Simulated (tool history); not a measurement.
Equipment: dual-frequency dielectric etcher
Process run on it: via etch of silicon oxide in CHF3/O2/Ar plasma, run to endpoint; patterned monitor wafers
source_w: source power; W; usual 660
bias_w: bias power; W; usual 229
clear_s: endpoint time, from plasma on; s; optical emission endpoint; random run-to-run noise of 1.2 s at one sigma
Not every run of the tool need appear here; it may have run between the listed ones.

run,hour,source_w,bias_w,wafers since the last listed run,hours since the last wet clean,hours since the last source power generator calibration,hours since the last bias power generator calibration,hours since the last upper electrode change,"incoming incoming film thickness, nm",clear_s
1,0,660,229,0,18.9,1983,1561.6,3049.6,423.9,193
2,58.5,660,229,249,77.4,2041.5,1620.1,3108.1,424.6,191.9
3,115.9,660,229,245,134.8,2098.9,1677.5,3165.5,428.5,193.1
4,172.2,660,229,240,191.1,2155.2,1733.8,3221.8,431.1,189.3
5,200.5,660,229,120,219.4,2183.5,1762.1,3250.1,427.5,190.8
6,250.1,660,229,211,269,2233.1,1811.7,3299.7,430.5,191.2
7,297.5,710,229,202,316.4,2280.5,1859.1,3347.1,428.5,182.9
8,326,660,229,121,344.9,2309,1887.6,3375.6,431.7,186.5
9,382.2,660,229,240,401.1,2365.2,1943.8,3431.8,429.9,188.6
# hour 466.3: wet clean of the chamber
10,466.8,660,229,258,0.5,2449.8,2028.4,3516.4,428.9,194.8
# hour 514.5: upper electrode replaced, of another model than before
11,515,660,229,103,48.7,2498,2076.6,0.5,429.1,194
12,538.8,660,229,101,72.5,2521.8,2100.4,24.3,428.3,193
13,600.9,660,229,265,134.6,2583.9,2162.5,86.4,425.5,189.3
14,626,660,229,107,159.7,2609,2187.6,111.5,421,185.7
15,657.5,610,253,134,191.2,2640.5,2219.1,143,429.8,192.4
16,702,570,229,190,235.7,2685,2263.6,187.5,426.8,217.2
17,745,510,177,183,278.7,2728,2306.6,230.5,428.8,325.4
18,780.1,790,174,149,313.8,2763.1,2341.7,265.6,431.6,211.1
19,835,660,229,234,368.7,2818,2396.6,320.5,426.4,185.9
20,863.4,660,229,121,397.1,2846.4,2425,348.9,428.2,187.1
21,897,540,198,143,430.7,2880,2458.6,382.5,428.9,264.2

Run 22 comes next. What will it give?
# hour 936.4: source power generator calibrated
# hour 938.7: wet clean of the chamber
22,939.2,660,179,153,0.5,2.8,2500.8,424.7,432.5,?

Run 22 came out at clear_s 243 s.
The same run, on a tool lacking any hidden state, would have yielded clear_s 244.6 s.
